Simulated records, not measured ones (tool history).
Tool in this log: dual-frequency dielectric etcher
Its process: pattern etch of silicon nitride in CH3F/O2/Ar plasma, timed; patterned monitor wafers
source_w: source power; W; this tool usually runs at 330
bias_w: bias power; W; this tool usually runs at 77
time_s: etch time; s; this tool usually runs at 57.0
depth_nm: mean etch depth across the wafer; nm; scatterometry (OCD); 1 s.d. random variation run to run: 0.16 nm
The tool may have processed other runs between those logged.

| run | hour | source_w | bias_w | time_s | wafers since the last listed run | hours since the last wet clean | hours since the last source power generator calibration | hours since the last bias power generator calibration | hours since the last upper electrode change | hours since the gauge calibration | read-back reference wafer on the same gauge, depth_nm | depth_nm |
|---|---|---|---|---|---|---|---|---|---|---|---|---|
| 1 | 0.0 | 330 | 77 | 57.0 | 0 | 476.3 | 1532.2 | 2679.5 | 3222.6 | 1361.2 | 36.50 | 39.32 |
|  | 29.4 | wet clean of the chamber |
| 2 | 52.3 | 330 | 77 | 57.0 | 295 | 22.9 | 1584.5 | 2731.8 | 3274.9 | 1413.5 | 36.48 | 39.35 |
| 3 | 83.7 | 330 | 77 | 57.0 | 327 | 54.3 | 1615.9 | 2763.2 | 3306.3 | 1444.9 | 36.50 | 39.25 |
| 4 | 134.5 | 330 | 77 | 57.0 | 529 | 105.1 | 1666.7 | 2814.0 | 3357.1 | 1495.7 | 36.57 | 39.63 |
| 5 | 184.2 | 330 | 77 | 57.0 | 518 | 154.8 | 1716.4 | 2863.7 | 3406.8 | 1545.4 | 36.56 | 39.32 |
|  | 211.0 | bias power generator calibrated |
| 6 | 218.0 | 330 | 77 | 57.0 | 310 | 188.6 | 1750.2 | 7.0 | 3440.6 | 1579.2 | 36.58 | 39.31 |
| 7 | 266.3 | 330 | 77 | 57.0 | 503 | 236.9 | 1798.5 | 55.3 | 3488.9 | 1627.5 | 36.63 | 39.59 |
| 8 | 301.5 | 270 | 61 | 63.0 | 366 | 272.1 | 1833.7 | 90.5 | 3524.1 | 1662.7 | 36.61 | 35.68 |
| 9 | 334.0 | 330 | 77 | 57.0 | 338 | 304.6 | 1866.2 | 123.0 | 3556.6 | 1695.2 | 36.64 | 39.45 |
| 10 | 371.8 | 390 | 77 | 57.0 | 394 | 342.4 | 1904.0 | 160.8 | 3594.4 | 1733.0 | 36.71 | 42.41 |
| 11 | 428.1 | 350 | 93 | 57.0 | 586 | 398.7 | 1960.3 | 217.1 | 3650.7 | 1789.3 | 36.72 | 44.35 |
| 12 | 486.0 | 330 | 77 | 57.0 | 603 | 456.6 | 2018.2 | 275.0 | 3708.6 | 1847.2 | 36.73 | 39.58 |
| 13 | 530.5 | 330 | 90 | 64.0 | 463 | 501.1 | 2062.7 | 319.5 | 3753.1 | 1891.7 | 36.78 | 48.07 |
| 14 | 590.3 | 330 | 71 | 43.5 | 623 | 560.9 | 2122.5 | 379.3 | 3812.9 | 1951.5 | 36.81 | 29.31 |
|  | 646.2 | wet clean of the chamber |
|  | 662.4 | upper electrode replaced |
| 15 | 662.9 | 330 | 77 | 57.0 | 338 | 16.7 | 2195.1 | 451.9 | 0.5 | 2024.1 | 36.82 | 39.42 |
| 16 | 670.7 | 330 | 77 | 57.0 | 81 | 24.5 | 2202.9 | 459.7 | 8.3 | 2031.9 | 36.87 | 39.65 |
|  | 703.8 | gauge calibrated |
|  | 703.9 | source power generator calibrated |
| 17 | 736.4 | 400 | 77 | 41.0 | 643 | 90.2 | 32.5 | 525.4 | 74.0 | 32.6 | 35.97 | 30.24 |
| 18 | 786.6 | 300 | 61 | 62.5 | 523 | 140.4 | 82.7 | 575.6 | 124.2 | 82.8 | 35.98 | 36.44 |
| 19 | 816.2 | 300 | 77 | 57.0 | 308 | 170.0 | 112.3 | 605.2 | 153.8 | 112.4 | 35.89 | 37.22 |
| 20 | 841.2 | 410 | 77 | 64.0 | 260 | 195.0 | 137.3 | 630.2 | 178.8 | 137.4 | 35.89 | 47.67 |
| 21 | 873.8 | 380 | 60 | 57.0 | 339 | 227.6 | 169.9 | 662.8 | 211.4 | 170.0 | 35.98 | 36.59 |
| 22 | 937.2 | 330 | 77 | 57.0 | 660 | 291.0 | 233.3 | 726.2 | 274.8 | 233.4 | 35.91 | 38.90 |
| 23 | 992.4 | 330 | 77 | 47.5 | 575 | 346.2 | 288.5 | 781.4 | 330.0 | 288.6 | 35.94 | 32.13 |
| 24 | 1057.2 | 280 | 96 | 48.5 | 675 | 411.0 | 353.3 | 846.2 | 394.8 | 353.4 | 35.97 | 34.29 |
| 25 | 1102.4 | 250 | 82 | 57.0 | 471 | 456.2 | 398.5 | 891.4 | 440.0 | 398.6 | 36.01 | 35.35 |
|  | 1210.5 | wet clean of the chamber |
| 26 | 1222.8 | 330 | 77 | 57.0 | 1005 | 12.3 | 518.9 | 1011.8 | 560.4 | 519.0 | 36.03 | 38.85 |
| 27 | 1287.1 | 280 | 77 | 57.0 | 670 | 76.6 | 583.2 | 1076.1 | 624.7 | 583.3 | 36.04 | 36.22 |
| 28 | 1352.4 | 330 | 77 | 57.0 | 680 | 141.9 | 648.5 | 1141.4 | 690.0 | 648.6 | 36.09 | 38.81 |
| 29 | 1384.5 | 330 | 64 | 57.0 | 334 | 174.0 | 680.6 | 1173.5 | 722.1 | 680.7 | 36.04 | 35.63 |

5 ways to go on from here, each from the tool as it stands after run 29. What would each give?
| A | 1384.9 | 270 | 77 | 57.0 | 4 | 174.4 | 681.0 | 1173.9 | 722.5 | 681.1 | ? | ? |
| B | 1384.9 | 330 | 77 | 48.5 | 4 | 174.4 | 681.0 | 1173.9 | 722.5 | 681.1 | ? | ? |
| C | 1384.9 | 260 | 77 | 57.0 | 4 | 174.4 | 681.0 | 1173.9 | 722.5 | 681.1 | ? | ? |
| D | 1384.9 | 270 | 64 | 49.0 | 4 | 174.4 | 681.0 | 1173.9 | 722.5 | 681.1 | ? | ? |
| E | 1384.9 | 270 | 91 | 57.0 | 4 | 174.4 | 681.0 | 1173.9 | 722.5 | 681.1 | ? | ? |

| run | read-back reference wafer on the same gauge, depth_nm | depth_nm |
|---|---|---|
| A | 36.07 | 35.77 |
| B | 36.07 | 33.16 |
| C | 36.07 | 35.19 |
| D | 36.07 | 28.08 |
| E | 36.07 | 38.77 |
With the hidden condition removed and each run's random variation left untouched, the same runs would have given:
| run | depth_nm |
|---|---|
| A | 35.83 |
| B | 33.22 |
| C | 35.25 |
| D | 28.13 |
| E | 38.84 |
